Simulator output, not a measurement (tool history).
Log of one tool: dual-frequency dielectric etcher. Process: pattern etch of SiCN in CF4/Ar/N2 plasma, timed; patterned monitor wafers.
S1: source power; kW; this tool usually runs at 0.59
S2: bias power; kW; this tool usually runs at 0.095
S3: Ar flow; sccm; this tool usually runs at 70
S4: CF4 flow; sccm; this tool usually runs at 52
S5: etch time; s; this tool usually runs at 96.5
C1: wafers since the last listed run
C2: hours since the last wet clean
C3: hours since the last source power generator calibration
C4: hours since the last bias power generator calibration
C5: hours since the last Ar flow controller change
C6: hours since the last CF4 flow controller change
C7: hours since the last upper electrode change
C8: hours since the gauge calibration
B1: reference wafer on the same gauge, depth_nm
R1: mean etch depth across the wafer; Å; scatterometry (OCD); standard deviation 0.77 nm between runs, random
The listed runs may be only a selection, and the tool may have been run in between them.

{"run": 1, "hour": 0.0, "S1": 0.59, "S2": 0.095, "S3": 70, "S4": 52, "S5": 96.5, "C1": 0, "C2": 380.4, "C3": 1815, "C4": 2023.1, "C5": 2360.1, "C6": 12.5, "C7": 3892.9, "C8": 628.6, "B1": 126, "R1": 1215}
{"hour": 18.7, "done": "source power generator calibrated"}
{"hour": 29.6, "done": "wet clean of the chamber"}
{"run": 2, "hour": 43.2, "S1": 0.67, "S2": 0.095, "S3": 70, "S4": 52, "S5": 96.5, "C1": 326, "C2": 13.6, "C3": 24.5, "C4": 2066.3, "C5": 2403.3, "C6": 55.7, "C7": 3936.1, "C8": 671.8, "B1": 125.9, "R1": 1386}
{"run": 3, "hour": 99.9, "S1": 0.59, "S2": 0.095, "S3": 70, "S4": 52, "S5": 96.5, "C1": 654, "C2": 70.3, "C3": 81.2, "C4": 2123, "C5": 2460, "C6": 112.4, "C7": 3992.8, "C8": 728.5, "B1": 126.3, "R1": 1235}
{"run": 4, "hour": 167.3, "S1": 0.59, "S2": 0.095, "S3": 70, "S4": 52, "S5": 96.5, "C1": 778, "C2": 137.7, "C3": 148.6, "C4": 2190.4, "C5": 2527.4, "C6": 179.8, "C7": 4060.2, "C8": 795.9, "B1": 126.1, "R1": 1228}
{"hour": 186.5, "done": "Ar flow controller replaced"}
{"run": 5, "hour": 219.6, "S1": 0.59, "S2": 0.095, "S3": 70, "S4": 52, "S5": 96.5, "C1": 534, "C2": 190, "C3": 200.9, "C4": 2242.7, "C5": 33.1, "C6": 232.1, "C7": 4112.5, "C8": 848.2, "B1": 126, "R1": 1237}
{"hour": 232.9, "done": "bias power generator calibrated"}
{"hour": 237.7, "done": "source power generator calibrated, repeated, since the last time left the tool worse"}
{"run": 6, "hour": 247.8, "S1": 0.59, "S2": 0.095, "S3": 80, "S4": 48, "S5": 96.5, "C1": 233, "C2": 218.2, "C3": 10.1, "C4": 14.9, "C5": 61.3, "C6": 260.3, "C7": 4140.7, "C8": 876.4, "B1": 125.8, "R1": 1130}
{"run": 7, "hour": 274.5, "S1": 0.59, "S2": 0.095, "S3": 70, "S4": 52, "S5": 96.5, "C1": 308, "C2": 244.9, "C3": 36.8, "C4": 41.6, "C5": 88, "C6": 287, "C7": 4167.4, "C8": 903.1, "B1": 126.1, "R1": 1179}
{"run": 8, "hour": 338.1, "S1": 0.59, "S2": 0.095, "S3": 70, "S4": 52, "S5": 96.5, "C1": 734, "C2": 308.5, "C3": 100.4, "C4": 105.2, "C5": 151.6, "C6": 350.6, "C7": 4231, "C8": 966.7, "B1": 125.9, "R1": 1176}
{"hour": 378.8, "done": "gauge calibrated"}
{"run": 9, "hour": 378.9, "S1": 0.48, "S2": 0.095, "S3": 70, "S4": 52, "S5": 76, "C1": 471, "C2": 349.3, "C3": 141.2, "C4": 146, "C5": 192.4, "C6": 391.4, "C7": 4271.8, "C8": 0.1, "B1": 125.8, "R1": 778}
{"run": 10, "hour": 422.2, "S1": 0.59, "S2": 0.109, "S3": 61, "S4": 62, "S5": 96.5, "C1": 499, "C2": 392.6, "C3": 184.5, "C4": 189.3, "C5": 235.7, "C6": 434.7, "C7": 4315.1, "C8": 43.4, "B1": 125.9, "R1": 1309}
{"hour": 466.6, "done": "wet clean of the chamber"}
{"run": 11, "hour": 467.1, "S1": 0.59, "S2": 0.095, "S3": 70, "S4": 52, "S5": 71, "C1": 241, "C2": 0.5, "C3": 229.4, "C4": 234.2, "C5": 280.6, "C6": 479.6, "C7": 4360, "C8": 88.3, "B1": 126, "R1": 862}
{"run": 12, "hour": 489.6, "S1": 0.59, "S2": 0.095, "S3": 86, "S4": 57, "S5": 96.5, "C1": 259, "C2": 23, "C3": 251.9, "C4": 256.7, "C5": 303.1, "C6": 502.1, "C7": 4382.5, "C8": 110.8, "B1": 126.1, "R1": 1146}
{"run": 13, "hour": 540.8, "S1": 0.59, "S2": 0.08, "S3": 70, "S4": 57, "S5": 96.5, "C1": 591, "C2": 74.2, "C3": 303.1, "C4": 307.9, "C5": 354.3, "C6": 553.3, "C7": 4433.7, "C8": 162, "B1": 125.8, "R1": 1109}
{"run": 14, "hour": 588.6, "S1": 0.54, "S2": 0.087, "S3": 86, "S4": 52, "S5": 73.5, "C1": 551, "C2": 122, "C3": 350.9, "C4": 355.7, "C5": 402.1, "C6": 601.1, "C7": 4481.5, "C8": 209.8, "B1": 125.9, "R1": 766}
{"hour": 633.2, "done": "upper electrode replaced"}
{"run": 15, "hour": 654.0, "S1": 0.46, "S2": 0.095, "S3": 70, "S4": 58, "S5": 96.5, "C1": 477, "C2": 187.4, "C3": 416.3, "C4": 421.1, "C5": 467.5, "C6": 666.5, "C7": 20.8, "C8": 275.2, "B1": 125.9, "R1": 956}
{"run": 16, "hour": 681.2, "S1": 0.59, "S2": 0.108, "S3": 53, "S4": 52, "S5": 108, "C1": 314, "C2": 214.6, "C3": 443.5, "C4": 448.3, "C5": 494.7, "C6": 693.7, "C7": 48, "C8": 302.4, "B1": 126.1, "R1": 1472}
{"run": 17, "hour": 740.8, "S1": 0.59, "S2": 0.095, "S3": 70, "S4": 60, "S5": 96.5, "C1": 688, "C2": 274.2, "C3": 503.1, "C4": 507.9, "C5": 554.3, "C6": 753.3, "C7": 107.6, "C8": 362, "B1": 126.2, "R1": 1204}
{"run": 18, "hour": 774.1, "S1": 0.51, "S2": 0.095, "S3": 70, "S4": 52, "S5": 96.5, "C1": 384, "C2": 307.5, "C3": 536.4, "C4": 541.2, "C5": 587.6, "C6": 786.6, "C7": 140.9, "C8": 395.3, "B1": 126.1, "R1": 1042}
{"run": 19, "hour": 838.5, "S1": 0.59, "S2": 0.095, "S3": 70, "S4": 52, "S5": 96.5, "C1": 743, "C2": 371.9, "C3": 600.8, "C4": 605.6, "C5": 652, "C6": 851, "C7": 205.3, "C8": 459.7, "B1": 125.9, "R1": 1179}
{"run": 20, "hour": 868.9, "S1": 0.59, "S2": 0.095, "S3": 70, "S4": 56, "S5": 96.5, "C1": 350, "C2": 402.3, "C3": 631.2, "C4": 636, "C5": 682.4, "C6": 881.4, "C7": 235.7, "C8": 490.1, "B1": 126.3, "R1": 1189}
{"hour": 908.8, "done": "wet clean of the chamber"}
{"run": 21, "hour": 909.3, "S1": 0.59, "S2": 0.085, "S3": 70, "S4": 61, "S5": 86.5, "C1": 189, "C2": 0.5, "C3": 671.6, "C4": 676.4, "C5": 722.8, "C6": 921.8, "C7": 276.1, "C8": 530.5, "B1": 126.1, "R1": 1044}
{"run": 22, "hour": 951.9, "S1": 0.59, "S2": 0.095, "S3": 54, "S4": 61, "S5": 96.5, "C1": 491, "C2": 43.1, "C3": 714.2, "C4": 719, "C5": 765.4, "C6": 964.4, "C7": 318.7, "C8": 573.1, "B1": 126.2, "R1": 1263}

What if the next run were any one of these 3? Each begins from the tool's condition after run 22:
{"run": "A", "hour": 952.3, "S1": 0.59, "S2": 0.095, "S3": 70, "S4": 52, "S5": 96.5, "C1": 4, "C2": 43.5, "C3": 714.6, "C4": 719.4, "C5": 765.8, "C6": 964.8, "C7": 319.1, "C8": 573.5, "B1": "?", "R1": "?"}
{"run": "B", "hour": 952.3, "S1": 0.59, "S2": 0.113, "S3": 70, "S4": 42, "S5": 81.5, "C1": 4, "C2": 43.5, "C3": 714.6, "C4": 719.4, "C5": 765.8, "C6": 964.8, "C7": 319.1, "C8": 573.5, "B1": "?", "R1": "?"}
{"run": "C", "hour": 952.3, "S1": 0.51, "S2": 0.095, "S3": 70, "S4": 52, "S5": 73, "C1": 4, "C2": 43.5, "C3": 714.6, "C4": 719.4, "C5": 765.8, "C6": 964.8, "C7": 319.1, "C8": 573.5, "B1": "?", "R1": "?"}

run=A B1=126.2 R1=1181
run=B B1=126.2 R1=1048
run=C B1=126.2 R1=786
Take away the tool's hidden state, keep each run's random variation, and the runs would have read:
run=A R1=1174
run=B R1=1041
run=C R1=782
